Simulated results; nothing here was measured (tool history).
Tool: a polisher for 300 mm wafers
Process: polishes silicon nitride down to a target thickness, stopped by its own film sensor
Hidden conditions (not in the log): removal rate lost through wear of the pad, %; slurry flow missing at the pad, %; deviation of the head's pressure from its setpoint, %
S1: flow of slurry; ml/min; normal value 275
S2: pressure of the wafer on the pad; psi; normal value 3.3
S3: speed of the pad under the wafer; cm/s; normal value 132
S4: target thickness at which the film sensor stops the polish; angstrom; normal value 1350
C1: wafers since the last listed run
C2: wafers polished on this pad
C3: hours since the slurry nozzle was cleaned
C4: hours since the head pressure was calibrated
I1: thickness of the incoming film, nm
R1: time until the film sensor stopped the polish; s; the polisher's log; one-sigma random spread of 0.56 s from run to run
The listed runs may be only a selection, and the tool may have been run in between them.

run	hour	S1	S2	S3	S4	C1	C2	C3	C4	I1	R1
1	0	275	3.3	132	1350	0	950	199.7	320.5	268.1	66
2	28	275	3.3	132	1350	342	1292	227.7	348.5	270.7	67.8
3	64.7	275	3.3	132	1350	449	1742	264.4	385.2	265.9	64.2
# hour 91.5: worn pad replaced by a new one
4	118.7	275	3.3	132	1350	611	332	318.4	439.2	265.4	66
5	147.5	275	3.3	132	1350	352	685	347.2	468	270.9	68.1
6	196.5	275	3.3	132	1350	599	1284	396.2	517	265.3	64.7
7	255.5	275	3.3	132	1350	722	2006	455.2	576	269.4	68.1
# hour 262.5: worn pad replaced by a new one
8	302.5	275	3.3	132	1350	526	489	502.2	623	268.8	66.9
9	365.9	360	3.3	160	1350	775	1265	565.6	686.4	268.1	59.1
# hour 420.8: worn pad replaced by a new one
10	433.7	275	3.3	132	1350	780	158	633.4	754.2	273	69.3
# hour 474.7: slurry nozzle cleaned
11	505	365	2.6	104	1000	860	1018	30.3	825.5	266.7	107.5
# hour 529.3: head pressure recalibrated
12	575.3	235	3.3	132	1080	835	1854	100.6	46	268.2	79.7
# hour 602.2: worn pad replaced by a new one
13	637.9	275	3.3	118	1750	717	436	163.2	108.6	270	49.7
14	701.9	320	3.3	132	1350	783	1220	227.2	172.6	267.5	65.5
15	754.1	275	3.3	132	1350	638	1858	279.4	224.8	268.8	67.4
# hour 780.3: worn pad replaced by a new one
16	795.6	275	4.1	88	1180	458	187	320.9	266.3	268.5	76.2

Below, some changes in R1 between adjacent runs. For each, the amount present without the hidden state too (settings, incoming material, random variation) and the amount remaining for the hidden state with gauge scatter not shared by both compared results:
Run 10 -> 11: S1 275 -> 365, S2 3.3 -> 2.6, S3 132 -> 104, S4 1350 -> 1000, slurry nozzle cleaned. R1 +38.2 s: hidden state -2.6, all else +40.8.

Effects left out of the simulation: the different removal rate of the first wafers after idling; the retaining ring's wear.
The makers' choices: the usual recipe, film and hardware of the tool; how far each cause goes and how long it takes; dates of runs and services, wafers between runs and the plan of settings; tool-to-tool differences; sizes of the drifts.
